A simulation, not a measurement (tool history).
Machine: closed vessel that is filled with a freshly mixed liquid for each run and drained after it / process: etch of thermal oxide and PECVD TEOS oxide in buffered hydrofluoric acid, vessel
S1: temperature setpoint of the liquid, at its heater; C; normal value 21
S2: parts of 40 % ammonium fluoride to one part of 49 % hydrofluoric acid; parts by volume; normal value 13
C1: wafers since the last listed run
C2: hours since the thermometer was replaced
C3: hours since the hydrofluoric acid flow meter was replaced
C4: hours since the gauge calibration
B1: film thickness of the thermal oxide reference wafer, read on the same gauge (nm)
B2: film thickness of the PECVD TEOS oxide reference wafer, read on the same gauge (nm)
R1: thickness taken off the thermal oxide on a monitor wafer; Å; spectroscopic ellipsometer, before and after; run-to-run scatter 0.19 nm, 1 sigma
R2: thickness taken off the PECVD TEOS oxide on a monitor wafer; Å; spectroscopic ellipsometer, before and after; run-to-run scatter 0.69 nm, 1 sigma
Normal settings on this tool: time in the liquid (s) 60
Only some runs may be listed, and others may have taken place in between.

{"run": 1, "hour": 0.0, "S1": 21, "S2": 10.5, "time in the liquid (s)": 50, "C1": 0, "C2": 1544.5, "C3": 1162.7, "C4": 222.5, "B1": 59.98, "B2": 59.99, "R1": 472.1, "R2": 696.6}
{"run": 2, "hour": 21.1, "S1": 18.5, "S2": 13, "time in the liquid (s)": 60, "C1": 1304, "C2": 1565.6, "C3": 1183.8, "C4": 243.6, "B1": 59.97, "B2": 59.97, "R1": 400.4, "R2": 596.7}
{"run": 3, "hour": 53.7, "S1": 18.5, "S2": 13, "time in the liquid (s)": 60, "C1": 2015, "C2": 1598.2, "C3": 1216.4, "C4": 276.2, "B1": 60, "B2": 59.99, "R1": 397, "R2": 586.7}
{"run": 4, "hour": 87.4, "S1": 18.5, "S2": 13, "time in the liquid (s)": 60, "C1": 2083, "C2": 1631.9, "C3": 1250.1, "C4": 309.9, "B1": 59.97, "B2": 59.99, "R1": 397.1, "R2": 592.8}
{"run": 5, "hour": 105.4, "S1": 21, "S2": 10.5, "time in the liquid (s)": 60, "C1": 1112, "C2": 1649.9, "C3": 1268.1, "C4": 327.9, "B1": 60.01, "B2": 60.04, "R1": 560.4, "R2": 822.5}
{"run": 6, "hour": 134.4, "S1": 21, "S2": 10.5, "time in the liquid (s)": 60, "C1": 1792, "C2": 1678.9, "C3": 1297.1, "C4": 356.9, "B1": 60.02, "B2": 59.97, "R1": 563, "R2": 842.6}
{"run": 7, "hour": 163.7, "S1": 21, "S2": 13, "time in the liquid (s)": 60, "C1": 1811, "C2": 1708.2, "C3": 1326.4, "C4": 386.2, "B1": 60.04, "B2": 59.99, "R1": 456.6, "R2": 666.3}
{"hour": 170.0, "done": "thermometer replaced"}
{"hour": 186.8, "done": "gauge calibrated"}
{"run": 8, "hour": 199.1, "S1": 25, "S2": 9, "time in the liquid (s)": 90, "C1": 2126, "C2": 29.1, "C3": 1361.8, "C4": 12.3, "B1": 60, "B2": 60.04, "R1": 1208.8, "R2": 1784.6}
{"run": 9, "hour": 226.8, "S1": 21, "S2": 13, "time in the liquid (s)": 60, "C1": 1712, "C2": 56.8, "C3": 1389.5, "C4": 40, "B1": 59.98, "B2": 60.02, "R1": 455.6, "R2": 663}
{"hour": 240.6, "done": "hydrofluoric acid flow meter replaced"}
{"run": 10, "hour": 246.5, "S1": 19.5, "S2": 11, "time in the liquid (s)": 85, "C1": 1156, "C2": 76.5, "C3": 5.9, "C4": 59.7, "B1": 59.99, "B2": 60.03, "R1": 746.7, "R2": 1094}
{"run": 11, "hour": 274.4, "S1": 21, "S2": 13, "time in the liquid (s)": 40, "C1": 1724, "C2": 104.4, "C3": 33.8, "C4": 87.6, "B1": 60.02, "B2": 60.01, "R1": 321.5, "R2": 478.3}
{"run": 12, "hour": 297.2, "S1": 17, "S2": 15, "time in the liquid (s)": 30, "C1": 1409, "C2": 127.2, "C3": 56.6, "C4": 110.4, "B1": 60, "B2": 59.96, "R1": 169, "R2": 247.9}
{"run": 13, "hour": 329.6, "S1": 21, "S2": 15, "time in the liquid (s)": 60, "C1": 2002, "C2": 159.6, "C3": 89, "C4": 142.8, "B1": 60.01, "B2": 59.95, "R1": 422.7, "R2": 627.2}
{"run": 14, "hour": 350.7, "S1": 19, "S2": 11.5, "time in the liquid (s)": 80, "C1": 1304, "C2": 180.7, "C3": 110.1, "C4": 163.9, "B1": 60.02, "B2": 59.95, "R1": 651.1, "R2": 966.3}
{"run": 15, "hour": 376.8, "S1": 21, "S2": 10.5, "time in the liquid (s)": 60, "C1": 1613, "C2": 206.8, "C3": 136.2, "C4": 190, "B1": 59.95, "B2": 60, "R1": 594.6, "R2": 876.7}

4 ways to go on from here, each from the tool as it stands after run 15. What would each give?
{"run": "A", "hour": 377.5, "S1": 21, "S2": 13, "time in the liquid (s)": 70, "C1": 43, "C2": 207.5, "C3": 136.9, "C4": 190.7, "B1": "?", "B2": "?", "R1": "?", "R2": "?"}
{"run": "B", "hour": 377.5, "S1": 23, "S2": 13, "time in the liquid (s)": 75, "C1": 43, "C2": 207.5, "C3": 136.9, "C4": 190.7, "B1": "?", "B2": "?", "R1": "?", "R2": "?"}
{"run": "C", "hour": 377.5, "S1": 25.5, "S2": 17.5, "time in the liquid (s)": 30, "C1": 43, "C2": 207.5, "C3": 136.9, "C4": 190.7, "B1": "?", "B2": "?", "R1": "?", "R2": "?"}
{"run": "D", "hour": 377.5, "S1": 22.5, "S2": 10, "time in the liquid (s)": 45, "C1": 43, "C2": 207.5, "C3": 136.9, "C4": 190.7, "B1": "?", "B2": "?", "R1": "?", "R2": "?"}

run=A B1=60.05 B2=60.01 R1=564.7 R2=829.6
run=B B1=60.05 B2=60.01 R1=675.8 R2=992.8
run=C B1=60.05 B2=60.01 R1=231.3 R2=339.8
run=D B1=60.05 B2=60.01 R1=509.7 R2=748.7
Take away the tool's hidden state, keep each run's random variation, and the runs would have read:
run=A R1=568.3 R2=834.9
run=B R1=680.1 R2=999.1
run=C R1=232.8 R2=342
run=D R1=512.9 R2=753.4
